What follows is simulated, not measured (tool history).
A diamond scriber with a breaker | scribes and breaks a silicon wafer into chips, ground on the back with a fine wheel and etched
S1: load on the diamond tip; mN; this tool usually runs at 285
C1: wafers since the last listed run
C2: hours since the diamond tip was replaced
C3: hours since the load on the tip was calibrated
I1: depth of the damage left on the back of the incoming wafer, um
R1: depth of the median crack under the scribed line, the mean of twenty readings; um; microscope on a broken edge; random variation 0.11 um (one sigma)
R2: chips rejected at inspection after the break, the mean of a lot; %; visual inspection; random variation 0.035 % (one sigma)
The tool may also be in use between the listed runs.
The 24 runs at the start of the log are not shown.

run 25 hour=1246.5 | S1=362 | C1=73 C2=73.7 C3=67.7 | I1=0.36 | R1=9.63 R2=2.34
run 26 hour=1307.7 | S1=200 | C1=102 C2=134.9 C3=128.9 | I1=0.78 | R1=7.34 R2=4.64
run 27 hour=1437.8 | S1=321 | C1=217 C2=265 C3=259 | I1=0.7 | R1=9.12 R2=0.75
run 28 hour=1481.5 | S1=214 | C1=73 C2=308.7 C3=302.7 | I1=0.52 | R1=7.32 R2=5.53
run 29 hour=1516.4 | S1=201 | C1=58 C2=343.6 C3=337.6 | I1=0.44 | R1=7.18 R2=7.22
run 30 hour=1551.1 | S1=253 | C1=57 C2=378.3 C3=372.3 | I1=0.69 | R1=7.61 R2=3.61
run 31 hour=1608 | S1=285 | C1=95 C2=435.2 C3=429.2 | I1=0.46 | R1=7.77 R2=2.54
-- hour=1653.3 diamond tip replaced by a new one
run 32 hour=1655 | S1=285 | C1=75 C2=1.7 C3=476.2 | I1=0.77 | R1=8.54 R2=0.91
-- hour=1686.2 load on the tip recalibrated
run 33 hour=1711.9 | S1=315 | C1=91 C2=58.6 C3=25.7 | I1=0.61 | R1=8.73 R2=0.74

What will run 34 give?
run 34 hour=1782.7 | S1=253 | C1=118 C2=129.4 C3=96.5 | I1=0.48 | R1=? R2=?

Run 34 measured R1 8.01 um, R2 1.81 %.
Were there no unlogged condition in the tool, this run, its random variation unchanged, would have produced R1 8.33 um, R2 1.02 %.

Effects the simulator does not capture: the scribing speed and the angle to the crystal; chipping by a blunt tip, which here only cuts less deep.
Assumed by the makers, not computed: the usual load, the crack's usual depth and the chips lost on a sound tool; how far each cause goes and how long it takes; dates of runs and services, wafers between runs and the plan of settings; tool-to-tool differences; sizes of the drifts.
